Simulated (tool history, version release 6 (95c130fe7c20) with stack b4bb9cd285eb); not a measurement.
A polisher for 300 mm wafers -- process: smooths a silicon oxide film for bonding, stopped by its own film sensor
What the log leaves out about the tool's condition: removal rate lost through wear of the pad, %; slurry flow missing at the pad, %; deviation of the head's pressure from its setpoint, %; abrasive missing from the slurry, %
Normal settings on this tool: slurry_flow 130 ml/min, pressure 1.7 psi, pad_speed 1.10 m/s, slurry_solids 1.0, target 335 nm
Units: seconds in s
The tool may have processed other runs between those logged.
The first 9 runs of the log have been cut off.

run	day	slurry_flow	pressure	pad_speed	slurry_solids	target	wafers since the last listed run	wafers polished on this pad	hours since the slurry nozzle was cleaned	hours since the head pressure was calibrated	hours since the slurry blender was calibrated	incoming thickness of the incoming film, nm	seconds
10	4.042	130	1.7	1.10	1.0	335	52	566	753.8	390.8	390.3	383.3	80.3
# day 4.146: slurry blender recalibrated
# day 4.362: head pressure recalibrated
11	4.471	130	1.7	1.10	1.0	335	45	611	764.1	2.6	7.8	378.2	73.6
12	4.850	130	1.7	1.10	1.0	335	65	677	773.2	11.7	16.9	376.9	68.3
# day 5.588: worn pad replaced by a new one
13	5.608	130	1.7	1.10	1.0	335	102	3	791.4	29.9	35.1	383.3	81.9
14	6.250	130	1.7	1.10	1.0	335	111	115	806.8	45.3	50.5	376.6	68.3
15	6.729	130	1.7	1.26	1.0	351	83	198	818.3	56.8	62.0	379.2	42.5
16	7.271	130	1.4	1.10	1.0	335	94	292	831.3	69.8	75.0	382.1	90.1
# day 7.833: slurry nozzle cleaned
17	7.925	130	1.7	1.10	1.0	345	106	399	2.2	85.5	90.7	379.3	57.7
18	8.225	130	1.7	1.10	1.0	335	52	451	9.4	92.7	97.9	375.6	67.3
19	8.700	150	1.7	1.10	1.0	328	82	533	20.8	104.1	109.3	380.3	84.7
20	8.971	145	1.7	1.10	1.0	335	47	580	27.3	110.6	115.8	384.8	80.7

Forecast run 21:
# day 9.554: worn pad replaced by a new one
21	9.708	130	1.7	1.10	1.0	335	99	27	45.0	128.3	133.5	383.5	?

{"run 21": {"seconds": 79.5}}
If the tool had no hidden condition, the same run with the same run-to-run variation would have returned seconds 79.5 s.

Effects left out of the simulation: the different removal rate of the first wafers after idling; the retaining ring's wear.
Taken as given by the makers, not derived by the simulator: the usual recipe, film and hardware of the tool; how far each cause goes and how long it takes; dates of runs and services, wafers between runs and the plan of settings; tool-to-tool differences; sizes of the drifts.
